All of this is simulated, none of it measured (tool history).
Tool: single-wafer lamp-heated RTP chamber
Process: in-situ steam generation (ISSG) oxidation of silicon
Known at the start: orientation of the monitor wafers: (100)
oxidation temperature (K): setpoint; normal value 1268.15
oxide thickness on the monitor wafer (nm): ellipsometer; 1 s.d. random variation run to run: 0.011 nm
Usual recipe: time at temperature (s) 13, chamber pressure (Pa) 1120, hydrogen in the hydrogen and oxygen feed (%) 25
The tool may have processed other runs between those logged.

run,hour,oxidation temperature (K),time at temperature (s),chamber pressure (Pa),hydrogen in the hydrogen and oxygen feed (%),wafers since the last listed run,wafers since the last pyrometer calibration,hours since the pressure gauge was zeroed,hours since the hydrogen flow controller was replaced,hours since the gauge calibration,"read-back reference wafer on the same gauge, thickness",oxide thickness on the monitor wafer (nm)
1,0.0,1268.15,13,1120,25,0,5040,2911.9,4383.2,895.6,4.612,4.229
# hour 8.5: pyrometer window cleaned and pyrometer calibrated
2,26.4,1268.15,13,1120,25,241,235,2938.3,4409.6,922.0,4.607,4.222
3,92.2,1268.15,13,1120,25,862,1098,3004.1,4475.4,987.8,4.610,4.234
4,304.5,1268.15,13,1120,25,2784,3882,3216.4,4687.7,1200.1,4.611,4.226
5,365.9,1268.15,13,1120,25,805,4687,3277.8,4749.1,1261.5,4.609,4.224
6,409.1,1268.15,13,1120,25,566,5254,3321.0,4792.3,1304.7,4.610,4.237
# hour 418.0: pyrometer window cleaned and pyrometer calibrated
7,469.8,1268.15,13,1120,25,691,679,3381.7,4853.0,1365.4,4.607,4.236
8,526.2,1268.15,11,1120,25,739,1419,3438.1,4909.4,1421.8,4.609,3.956
# hour 539.3: pressure gauge zeroed
9,594.5,1268.15,11,1120,25,790,2210,55.2,4977.7,1490.1,4.610,3.953
10,664.8,1268.15,11,1120,25,921,3132,125.5,5048.0,1560.4,4.610,3.954
11,721.4,1268.15,10,1120,25,742,3874,182.1,5104.6,1617.0,4.610,3.813
12,779.2,1268.15,13,1000,25,758,4632,239.9,5162.4,1674.8,4.611,4.251
# hour 821.0: pyrometer window cleaned and pyrometer calibrated
13,828.1,1268.15,13,1120,21,536,93,288.8,5211.3,1723.7,4.611,4.049
14,882.6,1249.15,16,1013,25,714,808,343.3,5265.8,1778.2,4.611,4.349
15,915.6,1268.15,10,1187,25,432,1240,376.3,5298.8,1811.2,4.610,3.777
16,971.2,1286.15,18,973,25,729,1969,431.9,5354.4,1866.8,4.612,5.260
17,1019.6,1274.15,12,1120,16,634,2604,480.3,5402.8,1915.2,4.613,3.732
18,1091.3,1261.15,18,1293,25,940,3545,552.0,5474.5,1986.9,4.610,4.678
# hour 1118.2: gauge calibrated
19,1124.8,1268.15,8,1120,25,439,3984,585.5,5508.0,6.6,4.611,3.475
# hour 1244.8: pyrometer window cleaned and pyrometer calibrated
20,1278.2,1260.15,13,1000,30,1906,437,738.9,5661.4,160.0,4.610,4.352
# hour 1349.7: hydrogen flow controller replaced
21,1350.2,1268.15,13,1120,25,839,1276,810.9,0.5,232.0,4.610,4.209
22,1416.6,1268.15,13,1120,25,870,2147,877.3,66.9,298.4,4.611,4.241
23,1467.4,1268.15,13,1120,25,666,2813,928.1,117.7,349.2,4.611,4.250
24,1502.7,1284.15,13,1120,25,462,3276,963.4,153.0,384.5,4.610,4.492
25,1535.9,1252.15,17,933,25,435,3712,996.6,186.2,417.7,4.609,4.487
26,1603.7,1268.15,10,1027,25,889,4601,1064.4,254.0,485.5,4.612,3.807
# hour 1632.4: pyrometer window cleaned and pyrometer calibrated
27,1643.5,1268.15,13,1120,25,417,146,1104.2,293.8,525.3,4.610,4.224
28,1686.9,1260.15,10,1000,32,569,715,1147.6,337.2,568.7,4.611,3.992
29,1726.8,1268.15,15,1280,25,523,1238,1187.5,377.1,608.6,4.610,4.430
30,1812.0,1268.15,13,1120,25,1117,2355,1272.7,462.3,693.8,4.609,4.250
31,1854.5,1268.15,13,1120,25,557,2913,1315.2,504.8,736.3,4.610,4.226

List, for all runs, the conditions of the tool that the log does not record:
true wafer temperature minus pyrometer reading, K: 0 at every run
true pressure minus gauge reading, Torr: 0 at every run
deviation of the hydrogen flow from its setpoint, %: 0 at every run
gauge reads high (%): 0 at every run
